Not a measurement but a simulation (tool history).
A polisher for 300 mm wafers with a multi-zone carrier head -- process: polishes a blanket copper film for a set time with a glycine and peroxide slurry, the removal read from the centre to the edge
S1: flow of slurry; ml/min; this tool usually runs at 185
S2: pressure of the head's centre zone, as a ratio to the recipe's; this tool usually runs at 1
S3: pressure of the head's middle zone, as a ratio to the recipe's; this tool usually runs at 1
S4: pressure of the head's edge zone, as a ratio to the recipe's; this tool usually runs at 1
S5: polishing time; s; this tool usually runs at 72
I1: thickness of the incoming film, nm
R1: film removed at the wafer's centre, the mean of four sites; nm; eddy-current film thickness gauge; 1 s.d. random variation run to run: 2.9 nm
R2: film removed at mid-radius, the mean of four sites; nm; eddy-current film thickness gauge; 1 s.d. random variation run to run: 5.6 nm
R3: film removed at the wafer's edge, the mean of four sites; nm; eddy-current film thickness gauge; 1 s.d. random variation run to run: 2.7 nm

{"run": 1, "hour": 0.0, "S1": 185, "S2": 0.92, "S3": 1, "S4": 1, "S5": 72, "I1": 2173.5, "R1": 394.5, "R2": 450.4, "R3": 427.1}
{"run": 2, "hour": 56.2, "S1": 185, "S2": 0.92, "S3": 1, "S4": 1, "S5": 72, "I1": 2201.4, "R1": 393.8, "R2": 430, "R3": 430.4}
{"hour": 133.7, "done": "slurry nozzle cleaned"}
{"run": 3, "hour": 157.1, "S1": 185, "S2": 0.92, "S3": 1, "S4": 1, "S5": 72, "I1": 2205.1, "R1": 391.3, "R2": 436.5, "R3": 420.5}
{"run": 4, "hour": 230.3, "S1": 185, "S2": 1, "S3": 1, "S4": 1, "S5": 49, "I1": 2155.8, "R1": 283.6, "R2": 290.3, "R3": 281.9}
{"hour": 263.9, "done": "worn pad replaced by a new one"}
{"run": 5, "hour": 319.9, "S1": 185, "S2": 1, "S3": 1.05, "S4": 1.04, "S5": 50, "I1": 2186.9, "R1": 308.5, "R2": 330.3, "R3": 312.9}
{"hour": 360.5, "done": "centre zone pressure recalibrated"}
{"run": 6, "hour": 500.2, "S1": 185, "S2": 1, "S3": 1, "S4": 1, "S5": 72, "I1": 2188.5, "R1": 431.8, "R2": 446.6, "R3": 433.4}
{"run": 7, "hour": 540.8, "S1": 185, "S2": 0.97, "S3": 1, "S4": 1, "S5": 72, "I1": 2163, "R1": 420.5, "R2": 442.2, "R3": 431}
{"run": 8, "hour": 603.3, "S1": 230, "S2": 1, "S3": 0.95, "S4": 1.12, "S5": 95, "I1": 2205.2, "R1": 579, "R2": 571.2, "R3": 608.1}
{"run": 9, "hour": 710.4, "S1": 185, "S2": 1.08, "S3": 1, "S4": 1, "S5": 56, "I1": 2199.7, "R1": 349.3, "R2": 327.7, "R3": 324}
{"hour": 752.3, "done": "slurry nozzle cleaned"}
{"hour": 759.2, "done": "edge zone pressure recalibrated"}
{"run": 10, "hour": 807.6, "S1": 185, "S2": 1.03, "S3": 1, "S4": 1, "S5": 72, "I1": 2188.2, "R1": 423.9, "R2": 427.1, "R3": 412.1}

Run 11 is up next; what results do you expect?
{"hour": 884.0, "done": "worn pad replaced by a new one"}
{"run": 11, "hour": 907.3, "S1": 185, "S2": 1, "S3": 1, "S4": 1, "S5": 72, "I1": 2217.2, "R1": "?", "R2": "?", "R3": "?"}

{"run 11": {"R1": 443.5, "R2": 463.4, "R3": 439.5}}
Minus the tool's unlogged condition, the same run would have read R1 452.4 nm, R2 472.2 nm, R3 446.9 nm.
